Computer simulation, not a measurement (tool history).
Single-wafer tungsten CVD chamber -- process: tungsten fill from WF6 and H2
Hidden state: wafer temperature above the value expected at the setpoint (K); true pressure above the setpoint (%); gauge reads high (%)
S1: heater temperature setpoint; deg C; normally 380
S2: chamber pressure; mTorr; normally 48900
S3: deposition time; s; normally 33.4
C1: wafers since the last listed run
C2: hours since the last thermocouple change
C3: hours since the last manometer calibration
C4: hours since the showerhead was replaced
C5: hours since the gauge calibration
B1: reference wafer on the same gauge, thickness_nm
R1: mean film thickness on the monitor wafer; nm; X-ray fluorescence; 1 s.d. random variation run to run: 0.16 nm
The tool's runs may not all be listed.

Run 1, day 0.000: usual settings; C1 0; C2 1630.4; C3 2494.6; C4 4266.9; C5 1198.2; B1 59.972. Result: R1 74.510 nm.
Run 2, day 1.179: usual settings; C1 415; C2 1658.7; C3 2522.9; C4 4295.2; C5 1226.5; B1 59.980. Result: R1 74.710 nm.
Run 3, day 2.021: usual settings; C1 296; C2 1678.9; C3 2543.1; C4 4315.4; C5 1246.7; B1 59.964. Result: R1 74.380 nm.
Run 4, day 2.621: usual settings but S3 36.0 s; C1 211; C2 1693.3; C3 2557.5; C4 4329.8; C5 1261.1; B1 60.015. Result: R1 80.451 nm.
At day 2.833: gauge calibrated.
Run 5, day 3.929: usual settings but S3 36.0 s; C1 461; C2 1724.7; C3 2588.9; C4 4361.2; C5 26.3; B1 60.038. Result: R1 80.474 nm.
At day 4.962: thermocouple changed; heater temperature recalibrated.
Run 6, day 6.329: usual settings but S3 31.7 s; C1 728; C2 32.8; C3 2646.5; C4 4418.8; C5 83.9; B1 60.034. Result: R1 70.956 nm.
Run 7, day 7.783: usual settings but S3 31.7 s; C1 512; C2 67.7; C3 2681.4; C4 4453.7; C5 118.8; B1 60.004. Result: R1 71.039 nm.
Run 8, day 8.700: usual settings but S3 31.7 s; C1 323; C2 89.7; C3 2703.4; C4 4475.7; C5 140.8; B1 60.025. Result: R1 70.955 nm.
Run 9, day 10.017: usual settings but S2 41100 mTorr, S3 31.4 s; C1 464; C2 121.3; C3 2735.0; C4 4507.3; C5 172.4; B1 59.985. Result: R1 65.335 nm.
Run 10, day 13.188: usual settings but S2 41100 mTorr, S3 31.4 s; C1 1117; C2 197.4; C3 2811.1; C4 4583.4; C5 248.5; B1 59.958. Result: R1 65.030 nm.
Run 11, day 14.388: usual settings but S2 41100 mTorr, S3 31.4 s; C1 422; C2 226.2; C3 2839.9; C4 4612.2; C5 277.3; B1 59.993. Result: R1 65.480 nm.
Run 12, day 14.912: usual settings; C1 185; C2 238.8; C3 2852.5; C4 4624.8; C5 289.9; B1 60.025. Result: R1 75.364 nm.
Run 13, day 16.283: usual settings but S1 373 deg C; C1 483; C2 271.7; C3 2885.4; C4 4657.7; C5 322.8; B1 59.998. Result: R1 63.929 nm.
At day 17.029: capacitance manometer re-zeroed and calibrated.
Run 14, day 17.229: usual settings but S1 385 deg C, S2 40200 mTorr, S3 38.2 s; C1 215; C2 294.4; C3 4.8; C4 4680.4; C5 345.5; B1 60.001. Result: R1 85.081 nm.
Run 15, day 18.567: usual settings but S1 371 deg C, S2 36900 mTorr, S3 26.9 s; C1 471; C2 326.5; C3 36.9; C4 4712.5; C5 377.6; B1 60.057. Result: R1 41.571 nm.
At day 19.183: showerhead replaced.
Run 16, day 19.204: usual settings but S2 41700 mTorr; C1 107; C2 341.8; C3 52.2; C4 0.5; C5 392.9; B1 59.952. Result: R1 67.545 nm.
Run 17, day 19.650: usual settings but S1 387 deg C, S2 41900 mTorr, S3 39.9 s; C1 157; C2 352.5; C3 62.9; C4 11.2; C5 403.6; B1 60.020. Result: R1 95.127 nm.
Run 18, day 20.212: usual settings; C1 198; C2 366.0; C3 76.4; C4 24.7; C5 417.1; B1 59.978. Result: R1 72.815 nm.
Run 19, day 21.346: usual settings but S1 389 deg C, S2 43300 mTorr, S3 30.6 s; C1 399; C2 393.2; C3 103.6; C4 51.9; C5 444.3; B1 59.975. Result: R1 77.015 nm.
Run 20, day 22.096: usual settings but S3 27.0 s; C1 264; C2 411.2; C3 121.6; C4 69.9; C5 462.3; B1 59.988. Result: R1 58.767 nm.
Run 21, day 26.525: usual settings but S3 28.5 s; C1 1561; C2 517.5; C3 227.9; C4 176.2; C5 568.6; B1 59.997. Result: R1 62.388 nm.
Run 22, day 27.600: usual settings but S3 38.8 s; C1 378; C2 543.3; C3 253.7; C4 202.0; C5 594.4; B1 60.019. Result: R1 84.797 nm.
Run 23, day 28.167: usual settings; C1 199; C2 556.9; C3 267.3; C4 215.6; C5 608.0; B1 59.984. Result: R1 72.798 nm.
Run 24, day 29.217: usual settings but S1 392 deg C, S2 59000 mTorr; C1 370; C2 582.1; C3 292.5; C4 240.8; C5 633.2; B1 59.999. Result: R1 103.586 nm.
Run 25, day 30.479: usual settings but S1 384 deg C, S2 41200 mTorr, S3 37.8 s; C1 444; C2 612.4; C3 322.8; C4 271.1; C5 663.5; B1 60.026. Result: R1 83.595 nm.
Run 26, day 31.717: usual settings but S2 57300 mTorr, S3 27.1 s; C1 436; C2 642.1; C3 352.5; C4 300.8; C5 693.2; B1 60.004. Result: R1 63.206 nm.
Run 27, day 32.646: usual settings but S1 392 deg C, S2 59000 mTorr; C1 327; C2 664.4; C3 374.8; C4 323.1; C5 715.5; B1 59.991. Result: R1 103.478 nm.
Run 28, day 33.333: usual settings but S1 394 deg C, S3 30.1 s; C1 242; C2 680.9; C3 391.3; C4 339.6; C5 732.0; B1 59.998. Result: R1 89.795 nm.
Run 29, day 33.933: usual settings but S2 53100 mTorr; C1 211; C2 695.3; C3 405.7; C4 354.0; C5 746.4; B1 59.980. Result: R1 75.629 nm.
Run 30, day 35.012: usual settings but S1 367 deg C, S3 38.9 s; C1 380; C2 721.2; C3 431.6; C4 379.9; C5 772.3; B1 60.011. Result: R1 61.827 nm.
Run 31, day 36.092: usual settings; C1 380; C2 747.1; C3 457.5; C4 405.8; C5 798.2; B1 59.989. Result: R1 72.972 nm.
Run 32, day 36.617: usual settings but S1 384 deg C, S3 30.3 s; C1 185; C2 759.7; C3 470.1; C4 418.4; C5 810.8; B1 60.037. Result: R1 72.488 nm.
Run 33, day 37.896: usual settings but S1 366 deg C, S2 52700 mTorr, S3 39.2 s; C1 450; C2 790.4; C3 500.8; C4 449.1; C5 841.5; B1 59.999. Result: R1 63.370 nm.
Run 34, day 38.833: usual settings but S1 391 deg C, S3 31.6 s; C1 330; C2 812.9; C3 523.3; C4 471.6; C5 864.0; B1 59.982. Result: R1 88.207 nm.
Run 35, day 40.729: usual settings but S1 365 deg C, S3 36.0 s; C1 668; C2 858.4; C3 568.8; C4 517.1; C5 909.5; B1 59.994. Result: R1 54.793 nm.

Below are 3 alternative next runs, each starting from the tool's condition after run 35. Predict each:
Run A, day 40.746: usual settings but S1 393 deg C; C1 5; C2 858.8; C3 569.2; C4 517.5; C5 909.9; B1 ?. Result: R1 ?.
Run B, day 40.746: usual settings but S2 40300 mTorr, S3 27.7 s; C1 5; C2 858.8; C3 569.2; C4 517.5; C5 909.9; B1 ?. Result: R1 ?.
Run C, day 40.746: usual settings but S1 392 deg C, S3 39.3 s; C1 5; C2 858.8; C3 569.2; C4 517.5; C5 909.9; B1 ?. Result: R1 ?.

run      B1       R1
  A  60.035   97.370
  B  60.035   55.334
  C  60.035  112.200
What these runs would have given with no unlogged condition in the tool:
run       R1
  A   96.930
  B   55.080
  C  111.693
